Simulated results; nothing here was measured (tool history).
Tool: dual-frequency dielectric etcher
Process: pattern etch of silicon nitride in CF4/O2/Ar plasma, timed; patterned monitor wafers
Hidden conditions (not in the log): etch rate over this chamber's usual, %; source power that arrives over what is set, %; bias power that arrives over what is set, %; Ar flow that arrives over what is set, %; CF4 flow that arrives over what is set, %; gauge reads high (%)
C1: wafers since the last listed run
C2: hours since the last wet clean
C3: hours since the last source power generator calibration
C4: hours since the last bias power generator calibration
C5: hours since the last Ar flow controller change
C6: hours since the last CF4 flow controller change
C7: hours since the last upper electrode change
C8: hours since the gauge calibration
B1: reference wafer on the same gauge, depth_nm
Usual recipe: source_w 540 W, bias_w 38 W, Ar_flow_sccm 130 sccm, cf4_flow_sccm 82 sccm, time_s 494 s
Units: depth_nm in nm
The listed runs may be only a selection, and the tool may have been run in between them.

run 1 hour=0 | source_w=540 bias_w=38 Ar_flow_sccm=130 cf4_flow_sccm=82 time_s=494 | C1=0 C2=189.2 C3=4319.7 C4=2524.8 C5=5275.5 C6=1442.9 C7=5698.3 C8=845.6 | B1=1048.9 | depth_nm=887.7
-- hour=56.3 upper electrode replaced
run 2 hour=68.6 | source_w=540 bias_w=38 Ar_flow_sccm=130 cf4_flow_sccm=82 time_s=494 | C1=122 C2=257.8 C3=4388.3 C4=2593.4 C5=5344.1 C6=1511.5 C7=12.3 C8=914.2 | B1=1048.8 | depth_nm=895.1
run 3 hour=104.6 | source_w=540 bias_w=38 Ar_flow_sccm=130 cf4_flow_sccm=82 time_s=494 | C1=99 C2=293.8 C3=4424.3 C4=2629.4 C5=5380.1 C6=1547.5 C7=48.3 C8=950.2 | B1=1049.3 | depth_nm=893.7
run 4 hour=136.1 | source_w=540 bias_w=38 Ar_flow_sccm=123 cf4_flow_sccm=82 time_s=455.5 | C1=86 C2=325.3 C3=4455.8 C4=2660.9 C5=5411.6 C6=1579 C7=79.8 C8=981.7 | B1=1049 | depth_nm=832.9
-- hour=147.7 bias power generator calibrated
run 5 hour=161.1 | source_w=540 bias_w=38 Ar_flow_sccm=123 cf4_flow_sccm=82 time_s=455.5 | C1=57 C2=350.3 C3=4480.8 C4=13.4 C5=5436.6 C6=1604 C7=104.8 C8=1006.7 | B1=1049.2 | depth_nm=832.4
-- hour=199.9 wet clean of the chamber
run 6 hour=209.4 | source_w=540 bias_w=38 Ar_flow_sccm=123 cf4_flow_sccm=82 time_s=455.5 | C1=66 C2=9.5 C3=4529.1 C4=61.7 C5=5484.9 C6=1652.3 C7=153.1 C8=1055 | B1=1049.3 | depth_nm=819.5
run 7 hour=247.6 | source_w=540 bias_w=36 Ar_flow_sccm=130 cf4_flow_sccm=82 time_s=494 | C1=105 C2=47.7 C3=4567.3 C4=99.9 C5=5523.1 C6=1690.5 C7=191.3 C8=1093.2 | B1=1049.1 | depth_nm=876.4
run 8 hour=274.6 | source_w=580 bias_w=44 Ar_flow_sccm=160 cf4_flow_sccm=82 time_s=640 | C1=74 C2=74.7 C3=4594.3 C4=126.9 C5=5550.1 C6=1717.5 C7=218.3 C8=1120.2 | B1=1049.9 | depth_nm=1194.3
run 9 hour=307 | source_w=540 bias_w=28 Ar_flow_sccm=148 cf4_flow_sccm=91 time_s=494 | C1=89 C2=107.1 C3=4626.7 C4=159.3 C5=5582.5 C6=1749.9 C7=250.7 C8=1152.6 | B1=1048.7 | depth_nm=832
-- hour=334.2 source power generator calibrated
run 10 hour=355 | source_w=540 bias_w=38 Ar_flow_sccm=130 cf4_flow_sccm=82 time_s=494 | C1=121 C2=155.1 C3=20.8 C4=207.3 C5=5630.5 C6=1797.9 C7=298.7 C8=1200.6 | B1=1049 | depth_nm=887.5
run 11 hour=426.9 | source_w=540 bias_w=43 Ar_flow_sccm=159 cf4_flow_sccm=82 time_s=427 | C1=198 C2=227 C3=92.7 C4=279.2 C5=5702.4 C6=1869.8 C7=370.6 C8=1272.5 | B1=1049.6 | depth_nm=772.6
run 12 hour=480.3 | source_w=540 bias_w=35 Ar_flow_sccm=130 cf4_flow_sccm=82 time_s=494 | C1=147 C2=280.4 C3=146.1 C4=332.6 C5=5755.8 C6=1923.2 C7=424 C8=1325.9 | B1=1049.5 | depth_nm=882.3
run 13 hour=506.4 | source_w=540 bias_w=41 Ar_flow_sccm=130 cf4_flow_sccm=82 time_s=494 | C1=71 C2=306.5 C3=172.2 C4=358.7 C5=5781.9 C6=1949.3 C7=450.1 C8=1352 | B1=1049.1 | depth_nm=906.1
run 14 hour=568.2 | source_w=540 bias_w=38 Ar_flow_sccm=130 cf4_flow_sccm=82 time_s=494 | C1=170 C2=368.3 C3=234 C4=420.5 C5=5843.7 C6=2011.1 C7=511.9 C8=1413.8 | B1=1049 | depth_nm=897
-- hour=622.4 Ar flow controller replaced
run 15 hour=639 | source_w=540 bias_w=38 Ar_flow_sccm=130 cf4_flow_sccm=82 time_s=400 | C1=178 C2=439.1 C3=304.8 C4=491.3 C5=16.6 C6=2081.9 C7=582.7 C8=1484.6 | B1=1048.8 | depth_nm=724.5
-- hour=656 CF4 flow controller replaced
-- hour=670.6 wet clean of the chamber
run 16 hour=672.6 | source_w=540 bias_w=38 Ar_flow_sccm=130 cf4_flow_sccm=82 time_s=494 | C1=35 C2=2 C3=338.4 C4=524.9 C5=50.2 C6=16.6 C7=616.3 C8=1518.2 | B1=1049 | depth_nm=879.8
run 17 hour=726 | source_w=630 bias_w=38 Ar_flow_sccm=130 cf4_flow_sccm=82 time_s=595 | C1=147 C2=55.4 C3=391.8 C4=578.3 C5=103.6 C6=70 C7=669.7 C8=1571.6 | B1=1048.6 | depth_nm=1147.6
-- hour=728.2 gauge calibrated
run 18 hour=786.4 | source_w=540 bias_w=38 Ar_flow_sccm=130 cf4_flow_sccm=64 time_s=622.5 | C1=166 C2=115.8 C3=452.2 C4=638.7 C5=164 C6=130.4 C7=730.1 C8=58.2 | B1=1048.3 | depth_nm=1062.3
run 19 hour=826.1 | source_w=440 bias_w=45 Ar_flow_sccm=100 cf4_flow_sccm=82 time_s=494 | C1=109 C2=155.5 C3=491.9 C4=678.4 C5=203.7 C6=170.1 C7=769.8 C8=97.9 | B1=1049 | depth_nm=871.7
run 20 hour=893.1 | source_w=540 bias_w=42 Ar_flow_sccm=107 cf4_flow_sccm=82 time_s=440.5 | C1=184 C2=222.5 C3=558.9 C4=745.4 C5=270.7 C6=237.1 C7=836.8 C8=164.9 | B1=1049.3 | depth_nm=831.8
run 21 hour=942.3 | source_w=540 bias_w=38 Ar_flow_sccm=130 cf4_flow_sccm=82 time_s=494 | C1=135 C2=271.7 C3=608.1 C4=794.6 C5=319.9 C6=286.3 C7=886 C8=214.1 | B1=1049 | depth_nm=895.5
-- hour=1083.9 wet clean of the chamber
run 22 hour=1084.4 | source_w=540 bias_w=44 Ar_flow_sccm=141 cf4_flow_sccm=82 time_s=419.5 | C1=325 C2=0.5 C3=750.2 C4=936.7 C5=462 C6=428.4 C7=1028.1 C8=356.2 | B1=1048.5 | depth_nm=768.2

Predict each of these 3 candidate next runs independently; none follows another, all start after run 22:
run A hour=1085 | source_w=540 bias_w=38 Ar_flow_sccm=130 cf4_flow_sccm=82 time_s=494 | C1=1 C2=1.1 C3=750.8 C4=937.3 C5=462.6 C6=429 C7=1028.7 C8=356.8 | B1=? | depth_nm=?
run B hour=1085 | source_w=610 bias_w=41 Ar_flow_sccm=130 cf4_flow_sccm=82 time_s=422 | C1=1 C2=1.1 C3=750.8 C4=937.3 C5=462.6 C6=429 C7=1028.7 C8=356.8 | B1=? | depth_nm=?
run C hour=1085 | source_w=660 bias_w=33 Ar_flow_sccm=130 cf4_flow_sccm=82 time_s=494 | C1=1 C2=1.1 C3=750.8 C4=937.3 C5=462.6 C6=429 C7=1028.7 C8=356.8 | B1=? | depth_nm=?

run=A B1=1049 depth_nm=882.9
run=B B1=1049 depth_nm=811.2
run=C B1=1049 depth_nm=939.8
Without the tool's unlogged condition, the same runs would have read:
run=A depth_nm=885.3
run=B depth_nm=813.5
run=C depth_nm=942.5

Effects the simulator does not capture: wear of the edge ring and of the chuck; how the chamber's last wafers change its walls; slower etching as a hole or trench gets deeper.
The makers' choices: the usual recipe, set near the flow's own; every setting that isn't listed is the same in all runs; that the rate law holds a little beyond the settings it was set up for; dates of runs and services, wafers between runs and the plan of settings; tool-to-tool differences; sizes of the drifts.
